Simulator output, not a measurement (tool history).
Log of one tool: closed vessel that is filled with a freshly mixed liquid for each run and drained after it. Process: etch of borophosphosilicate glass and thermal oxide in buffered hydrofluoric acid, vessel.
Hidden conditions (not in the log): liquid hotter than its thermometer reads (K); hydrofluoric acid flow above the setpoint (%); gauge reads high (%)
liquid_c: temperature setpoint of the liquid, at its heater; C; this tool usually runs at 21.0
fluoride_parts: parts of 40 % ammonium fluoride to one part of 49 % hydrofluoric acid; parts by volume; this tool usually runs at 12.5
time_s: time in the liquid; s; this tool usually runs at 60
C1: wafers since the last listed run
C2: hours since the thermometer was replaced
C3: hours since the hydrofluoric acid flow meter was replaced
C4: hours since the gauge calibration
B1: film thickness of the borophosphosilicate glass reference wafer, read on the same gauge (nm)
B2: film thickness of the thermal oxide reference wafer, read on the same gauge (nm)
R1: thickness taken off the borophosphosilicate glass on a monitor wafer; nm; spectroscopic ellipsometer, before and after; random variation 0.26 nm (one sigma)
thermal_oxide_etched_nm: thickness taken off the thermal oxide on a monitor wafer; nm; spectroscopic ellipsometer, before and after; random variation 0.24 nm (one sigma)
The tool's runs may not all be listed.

Run 1, day 0.000: usual settings; C1 0; C2 954.4; C3 234.4; C4 892.3; B1 30.03; B2 30.05. Result: R1 71.66 nm, thermal_oxide_etched_nm 44.53 nm.
Run 2, day 3.317: usual settings; C1 8883; C2 1034.0; C3 314.0; C4 971.9; B1 30.03; B2 30.02. Result: R1 71.56 nm, thermal_oxide_etched_nm 43.82 nm.
Run 3, day 7.325: usual settings; C1 10736; C2 1130.2; C3 410.2; C4 1068.1; B1 29.99; B2 30.00. Result: R1 72.00 nm, thermal_oxide_etched_nm 44.18 nm.
Run 4, day 10.412: usual settings; C1 8269; C2 1204.3; C3 484.3; C4 1142.2; B1 30.00; B2 30.01. Result: R1 72.10 nm, thermal_oxide_etched_nm 44.66 nm.
Run 5, day 14.746: usual settings; C1 11606; C2 1308.3; C3 588.3; C4 1246.2; B1 30.01; B2 30.01. Result: R1 72.24 nm, thermal_oxide_etched_nm 44.29 nm.
Run 6, day 17.179: usual settings; C1 6517; C2 1366.7; C3 646.7; C4 1304.6; B1 30.01; B2 29.98. Result: R1 72.03 nm, thermal_oxide_etched_nm 44.28 nm.
Run 7, day 21.071: usual settings but time_s 40 s; C1 10423; C2 1460.1; C3 740.1; C4 1398.0; B1 30.00; B2 30.04. Result: R1 48.58 nm, thermal_oxide_etched_nm 29.69 nm.
Run 8, day 23.392: usual settings but fluoride_parts 9.0 parts by volume; C1 6216; C2 1515.8; C3 795.8; C4 1453.7; B1 30.02; B2 29.99. Result: R1 97.02 nm, thermal_oxide_etched_nm 59.25 nm.
Run 9, day 24.983: usual settings but fluoride_parts 9.0 parts by volume; C1 4263; C2 1554.0; C3 834.0; C4 1491.9; B1 30.01; B2 29.99. Result: R1 96.78 nm, thermal_oxide_etched_nm 59.14 nm.
At day 25.333: hydrofluoric acid flow meter replaced.
At day 28.454: gauge calibrated.
Run 10, day 29.283: usual settings; C1 11405; C2 1657.2; C3 94.8; C4 19.9; B1 30.02; B2 30.01. Result: R1 72.75 nm, thermal_oxide_etched_nm 44.85 nm.
Run 11, day 31.896: usual settings; C1 6997; C2 1719.9; C3 157.5; C4 82.6; B1 29.99; B2 29.98. Result: R1 72.79 nm, thermal_oxide_etched_nm 44.95 nm.
Run 12, day 35.871: usual settings; C1 10646; C2 1815.3; C3 252.9; C4 178.0; B1 29.99; B2 29.98. Result: R1 73.02 nm, thermal_oxide_etched_nm 45.11 nm.
Run 13, day 37.388: usual settings; C1 4062; C2 1851.7; C3 289.3; C4 214.4; B1 30.04; B2 30.01. Result: R1 73.21 nm, thermal_oxide_etched_nm 44.68 nm.
Run 14, day 39.617: usual settings but fluoride_parts 15.0 parts by volume; C1 5970; C2 1905.2; C3 342.8; C4 267.9; B1 29.97; B2 29.96. Result: R1 60.72 nm, thermal_oxide_etched_nm 37.47 nm.
At day 41.204: thermometer replaced.
Run 15, day 42.262: usual settings but fluoride_parts 15.0 parts by volume, time_s 80 s; C1 6975; C2 25.4; C3 406.3; C4 331.4; B1 29.99; B2 29.98. Result: R1 77.89 nm, thermal_oxide_etched_nm 48.16 nm.
Run 16, day 46.467: usual settings but liquid_c 23.0 C, fluoride_parts 7.5 parts by volume, time_s 90 s; C1 11260; C2 126.3; C3 507.2; C4 432.3; B1 29.96; B2 29.98. Result: R1 193.12 nm, thermal_oxide_etched_nm 115.47 nm.
Run 17, day 49.088: usual settings; C1 7019; C2 189.2; C3 570.1; C4 495.2; B1 30.05; B2 30.00. Result: R1 70.27 nm, thermal_oxide_etched_nm 43.47 nm.
Run 18, day 51.817: usual settings but liquid_c 18.5 C, fluoride_parts 15.0 parts by volume, time_s 40 s; C1 7310; C2 254.7; C3 635.6; C4 560.7; B1 29.98; B2 30.01. Result: R1 34.17 nm, thermal_oxide_etched_nm 20.82 nm.
Run 19, day 54.171: usual settings but liquid_c 17.0 C, fluoride_parts 9.5 parts by volume, time_s 80 s; C1 6305; C2 311.2; C3 692.1; C4 617.2; B1 29.95; B2 30.02. Result: R1 96.67 nm, thermal_oxide_etched_nm 59.46 nm.
Run 20, day 55.767: usual settings but liquid_c 18.0 C, fluoride_parts 14.5 parts by volume, time_s 90 s; C1 4274; C2 349.5; C3 730.4; C4 655.5; B1 30.03; B2 30.00. Result: R1 77.93 nm, thermal_oxide_etched_nm 46.89 nm.
Run 21, day 58.150: usual settings but liquid_c 18.0 C, fluoride_parts 17.5 parts by volume, time_s 40 s; C1 6383; C2 406.7; C3 787.6; C4 712.7; B1 29.98; B2 30.02. Result: R1 28.38 nm, thermal_oxide_etched_nm 17.58 nm.
Run 22, day 60.200: usual settings but liquid_c 24.0 C, fluoride_parts 17.0 parts by volume, time_s 40 s; C1 5490; C2 455.9; C3 836.8; C4 761.9; B1 30.01; B2 29.96. Result: R1 41.10 nm, thermal_oxide_etched_nm 25.47 nm.

Estimate the outcome of run 23 from the log above:
Run 23, day 62.379: usual settings; C1 5836; C2 508.2; C3 889.1; C4 814.2; B1 ?; B2 ?. Result: R1 ?, thermal_oxide_etched_nm ?.

Run 23 produced B1 29.98, B2 29.99, R1 71.22 nm, thermal_oxide_etched_nm 43.73 nm.
The same run, on a tool lacking any hidden state, would have yielded R1 70.17 nm, thermal_oxide_etched_nm 43.08 nm.

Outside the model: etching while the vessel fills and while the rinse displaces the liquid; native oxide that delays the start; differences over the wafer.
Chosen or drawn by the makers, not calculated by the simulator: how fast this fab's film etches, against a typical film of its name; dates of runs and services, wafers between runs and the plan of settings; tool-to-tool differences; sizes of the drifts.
